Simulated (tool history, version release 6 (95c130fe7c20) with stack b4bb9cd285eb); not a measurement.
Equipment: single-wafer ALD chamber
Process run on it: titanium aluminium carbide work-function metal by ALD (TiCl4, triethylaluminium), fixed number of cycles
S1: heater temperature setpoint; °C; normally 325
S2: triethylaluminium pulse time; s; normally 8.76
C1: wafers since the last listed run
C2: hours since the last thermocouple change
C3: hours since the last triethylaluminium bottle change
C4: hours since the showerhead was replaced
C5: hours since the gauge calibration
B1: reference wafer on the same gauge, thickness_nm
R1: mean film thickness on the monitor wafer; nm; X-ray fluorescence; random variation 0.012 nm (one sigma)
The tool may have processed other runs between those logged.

Run 1, hour 0: usual settings but S2 10.63 s; C1 0; C2 1646.7; C3 165; C4 2765.8; C5 261.8; B1 1.693. Result: R1 2.096 nm.
Run 2, hour 63.2: usual settings but S2 10.63 s; C1 873; C2 1709.9; C3 228.2; C4 2829; C5 325; B1 1.692. Result: R1 2.081 nm.
Run 3, hour 107.9: usual settings; C1 617; C2 1754.6; C3 272.9; C4 2873.7; C5 369.7; B1 1.69. Result: R1 2.047 nm.
Run 4, hour 161.7: usual settings; C1 743; C2 1808.4; C3 326.7; C4 2927.5; C5 423.5; B1 1.689. Result: R1 2.049 nm.
Run 5, hour 199.7: usual settings; C1 524; C2 1846.4; C3 364.7; C4 2965.5; C5 461.5; B1 1.686. Result: R1 2.053 nm.
Run 6, hour 261.6: usual settings but S1 329 °C, S2 6.15 s; C1 855; C2 1908.3; C3 426.6; C4 3027.4; C5 523.4; B1 1.685. Result: R1 1.953 nm.
Run 7, hour 353.1: usual settings but S1 329 °C, S2 6.15 s; C1 1263; C2 1999.8; C3 518.1; C4 3118.9; C5 614.9; B1 1.683. Result: R1 1.964 nm.
Run 8, hour 452.8: usual settings but S1 314 °C; C1 1377; C2 2099.5; C3 617.8; C4 3218.6; C5 714.6; B1 1.676. Result: R1 1.945 nm.
Run 9, hour 511.2: usual settings but S1 314 °C; C1 806; C2 2157.9; C3 676.2; C4 3277; C5 773; B1 1.666. Result: R1 1.924 nm.
Run 10, hour 586.4: usual settings but S1 314 °C; C1 1038; C2 2233.1; C3 751.4; C4 3352.2; C5 848.2; B1 1.672. Result: R1 1.898 nm.
Run 11, hour 665.7: usual settings but S1 321 °C; C1 1095; C2 2312.4; C3 830.7; C4 3431.5; C5 927.5; B1 1.664. Result: R1 1.976 nm.
Run 12, hour 708: usual settings but S1 321 °C; C1 584; C2 2354.7; C3 873; C4 3473.8; C5 969.8; B1 1.654. Result: R1 1.966 nm.
At hour 732.4: triethylaluminium bottle replaced.
Run 13, hour 744.2: usual settings but S1 321 °C; C1 389; C2 2390.9; C3 11.8; C4 3510; C5 1006; B1 1.658. Result: R1 1.987 nm.
At hour 761.2: gauge calibrated.
Run 14, hour 814: usual settings but S2 5.93 s; C1 964; C2 2460.7; C3 81.6; C4 3579.8; C5 52.8; B1 1.698. Result: R1 1.909 nm.
Run 15, hour 850.1: usual settings but S1 332 °C; C1 498; C2 2496.8; C3 117.7; C4 3615.9; C5 88.9; B1 1.698. Result: R1 2.15 nm.
Run 16, hour 941.3: usual settings but S1 313 °C, S2 9.91 s; C1 1259; C2 2588; C3 208.9; C4 3707.1; C5 180.1; B1 1.695. Result: R1 1.976 nm.
At hour 1011.4: thermocouple changed; heater temperature recalibrated.
At hour 1022.9: showerhead replaced.
Run 17, hour 1025.3: usual settings but S1 333 °C, S2 6.5 s; C1 939; C2 13.9; C3 292.9; C4 2.4; C5 264.1; B1 1.703. Result: R1 2.031 nm.
Run 18, hour 1118.3: usual settings but S1 336 °C, S2 6.72 s; C1 1284; C2 106.9; C3 385.9; C4 95.4; C5 357.1; B1 1.698. Result: R1 2.052 nm.
Run 19, hour 1172.1: usual settings; C1 743; C2 160.7; C3 439.7; C4 149.2; C5 410.9; B1 1.694. Result: R1 2.045 nm.
Run 20, hour 1223.6: usual settings but S1 337 °C, S2 5.83 s; C1 711; C2 212.2; C3 491.2; C4 200.7; C5 462.4; B1 1.689. Result: R1 2.012 nm.
Run 21, hour 1310.9: usual settings; C1 1205; C2 299.5; C3 578.5; C4 288; C5 549.7; B1 1.686. Result: R1 2.031 nm.
Run 22, hour 1375.9: usual settings but S1 310 °C; C1 897; C2 364.5; C3 643.5; C4 353; C5 614.7; B1 1.686. Result: R1 1.893 nm.
Run 23, hour 1480.2: usual settings but S1 312 °C, S2 6.38 s; C1 1440; C2 468.8; C3 747.8; C4 457.3; C5 719; B1 1.68. Result: R1 1.818 nm.
Run 24, hour 1563.3: usual settings but S1 321 °C, S2 7.13 s; C1 1147; C2 551.9; C3 830.9; C4 540.4; C5 802.1; B1 1.673. Result: R1 1.924 nm.
Run 25, hour 1607.2: usual settings but S1 338 °C; C1 606; C2 595.8; C3 874.8; C4 584.3; C5 846; B1 1.667. Result: R1 2.118 nm.
Run 26, hour 1699.2: usual settings but S1 316 °C; C1 1270; C2 687.8; C3 966.8; C4 676.3; C5 938; B1 1.664. Result: R1 1.923 nm.

Below are 4 alternative next runs, each starting from the tool's condition after run 26. Predict each:
Run A, hour 1699.6: usual settings but S1 319 °C; C1 5; C2 688.2; C3 967.2; C4 676.7; C5 938.4; B1 ?. Result: R1 ?.
Run B, hour 1699.6: usual settings but S2 11.26 s; C1 5; C2 688.2; C3 967.2; C4 676.7; C5 938.4; B1 ?. Result: R1 ?.
Run C, hour 1699.6: usual settings but S1 338 °C, S2 6.5 s; C1 5; C2 688.2; C3 967.2; C4 676.7; C5 938.4; B1 ?. Result: R1 ?.
Run D, hour 1699.6: usual settings but S2 9.67 s; C1 5; C2 688.2; C3 967.2; C4 676.7; C5 938.4; B1 ?. Result: R1 ?.

run     B1     R1
  A  1.661  1.966
  B  1.661  2.075
  C  1.661  2.038
  D  1.661  2.046
Take away the tool's hidden state, keep each run's random variation, and the runs would have read:
run     R1
  A  2.012
  B  2.123
  C  2.085
  D  2.093
